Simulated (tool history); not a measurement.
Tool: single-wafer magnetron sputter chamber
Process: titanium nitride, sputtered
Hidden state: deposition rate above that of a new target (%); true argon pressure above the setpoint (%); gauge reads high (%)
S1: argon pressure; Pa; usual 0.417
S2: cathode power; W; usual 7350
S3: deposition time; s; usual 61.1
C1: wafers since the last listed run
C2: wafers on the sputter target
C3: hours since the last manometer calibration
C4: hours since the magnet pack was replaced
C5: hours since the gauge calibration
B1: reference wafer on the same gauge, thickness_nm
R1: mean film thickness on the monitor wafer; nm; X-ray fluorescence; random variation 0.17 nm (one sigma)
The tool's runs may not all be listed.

run 1 day=0 | S1=0.417 S2=7350 S3=61.1 | C1=0 C2=4695 C3=1488.8 C4=6949.6 C5=287.7 | B1=80.555 | R1=75
-- day=1.392 sputter target and shields replaced
run 2 day=1.412 | S1=0.417 S2=7350 S3=61.1 | C1=458 C2=9 C3=1522.7 C4=6983.5 C5=321.6 | B1=80.601 | R1=75.994
run 3 day=2.592 | S1=0.417 S2=7350 S3=61.1 | C1=501 C2=510 C3=1551 C4=7011.8 C5=349.9 | B1=80.586 | R1=75.742
run 4 day=4.012 | S1=0.417 S2=6350 S3=61.1 | C1=604 C2=1115 C3=1585.1 C4=7045.9 C5=384 | B1=80.553 | R1=68.375
run 5 day=4.608 | S1=0.417 S2=6350 S3=61.1 | C1=253 C2=1368 C3=1599.4 C4=7060.2 C5=398.3 | B1=80.532 | R1=68.524
run 6 day=6.104 | S1=0.417 S2=6350 S3=61.1 | C1=636 C2=2004 C3=1635.3 C4=7096.1 C5=434.2 | B1=80.592 | R1=67.903
run 7 day=7.246 | S1=0.417 S2=7350 S3=67.6 | C1=485 C2=2489 C3=1662.7 C4=7123.5 C5=461.6 | B1=80.621 | R1=83.215
run 8 day=11.525 | S1=0.417 S2=7350 S3=61.1 | C1=1819 C2=4309 C3=1765.4 C4=7226.2 C5=564.3 | B1=80.619 | R1=75.269
-- day=12.162 sputter target and shields replaced
run 9 day=12.858 | S1=0.417 S2=7350 S3=61.1 | C1=425 C2=295 C3=1797.4 C4=7258.2 C5=596.3 | B1=80.625 | R1=76.038
run 10 day=13.558 | S1=0.417 S2=7350 S3=61.1 | C1=297 C2=593 C3=1814.2 C4=7275 C5=613.1 | B1=80.638 | R1=75.96
run 11 day=14.175 | S1=0.417 S2=7350 S3=61.1 | C1=262 C2=855 C3=1829 C4=7289.8 C5=627.9 | B1=80.608 | R1=75.51
-- day=15.454 capacitance manometer re-zeroed and calibrated
run 12 day=18.346 | S1=0.417 S2=7350 S3=61.1 | C1=1631 C2=2487 C3=69.4 C4=7389.9 C5=728 | B1=80.63 | R1=75.211
run 13 day=19.846 | S1=0.417 S2=7350 S3=61.1 | C1=637 C2=3125 C3=105.4 C4=7425.9 C5=764 | B1=80.577 | R1=75.342
-- day=20.142 gauge calibrated
run 14 day=21.204 | S1=0.417 S2=7350 S3=61.1 | C1=577 C2=3703 C3=138 C4=7458.5 C5=25.5 | B1=80.618 | R1=75.176
run 15 day=22.262 | S1=0.417 S2=7350 S3=61.1 | C1=450 C2=4153 C3=163.4 C4=7483.9 C5=50.9 | B1=80.627 | R1=75.223
-- day=22.858 sputter target and shields replaced
run 16 day=23.483 | S1=0.417 S2=7350 S3=61.1 | C1=377 C2=266 C3=192.7 C4=7513.2 C5=80.2 | B1=80.594 | R1=76.053
run 17 day=24.138 | S1=0.417 S2=7350 S3=61.1 | C1=278 C2=544 C3=208.4 C4=7528.9 C5=95.9 | B1=80.623 | R1=75.448
run 18 day=25.279 | S1=0.417 S2=7350 S3=53.7 | C1=485 C2=1030 C3=235.8 C4=7556.3 C5=123.3 | B1=80.602 | R1=66.27
run 19 day=26.688 | S1=0.417 S2=7350 S3=61.1 | C1=598 C2=1629 C3=269.6 C4=7590.1 C5=157.1 | B1=80.558 | R1=75.57
-- day=27.588 magnet pack replaced
run 20 day=27.825 | S1=0.417 S2=8300 S3=61.1 | C1=341 C2=1970 C3=296.9 C4=5.7 C5=184.4 | B1=80.668 | R1=82.596
run 21 day=28.675 | S1=0.296 S2=8800 S3=72.1 | C1=361 C2=2332 C3=317.3 C4=26.1 C5=204.8 | B1=80.585 | R1=105.242
run 22 day=30.096 | S1=0.576 S2=7350 S3=61.1 | C1=604 C2=2936 C3=351.4 C4=60.2 C5=238.9 | B1=80.604 | R1=71.746
run 23 day=31.079 | S1=0.417 S2=7350 S3=61.1 | C1=418 C2=3354 C3=375 C4=83.8 C5=262.5 | B1=80.59 | R1=75.087
run 24 day=32.133 | S1=0.329 S2=7350 S3=71.5 | C1=448 C2=3803 C3=400.3 C4=109.1 C5=287.8 | B1=80.61 | R1=90.328
run 25 day=33.371 | S1=0.264 S2=8200 S3=66.1 | C1=526 C2=4329 C3=430 C4=138.8 C5=317.5 | B1=80.587 | R1=92.353
-- day=33.983 sputter target and shields replaced
run 26 day=34.854 | S1=0.417 S2=8150 S3=55.4 | C1=489 C2=370 C3=465.6 C4=174.4 C5=353.1 | B1=80.617 | R1=73.846
run 27 day=36.267 | S1=0.417 S2=6350 S3=61.1 | C1=600 C2=971 C3=499.5 C4=208.3 C5=387 | B1=80.59 | R1=68.406

The next listed run, before its measurement:
run 28 day=37.262 | S1=0.292 S2=8600 S3=49.1 | C1=423 C2=1395 C3=523.4 C4=232.2 C5=410.9 | B1=? | R1=?

Run 28 gave B1 80.56, R1 70.318 nm.
Without the tool's hidden state the same run would have given R1 70.862 nm.

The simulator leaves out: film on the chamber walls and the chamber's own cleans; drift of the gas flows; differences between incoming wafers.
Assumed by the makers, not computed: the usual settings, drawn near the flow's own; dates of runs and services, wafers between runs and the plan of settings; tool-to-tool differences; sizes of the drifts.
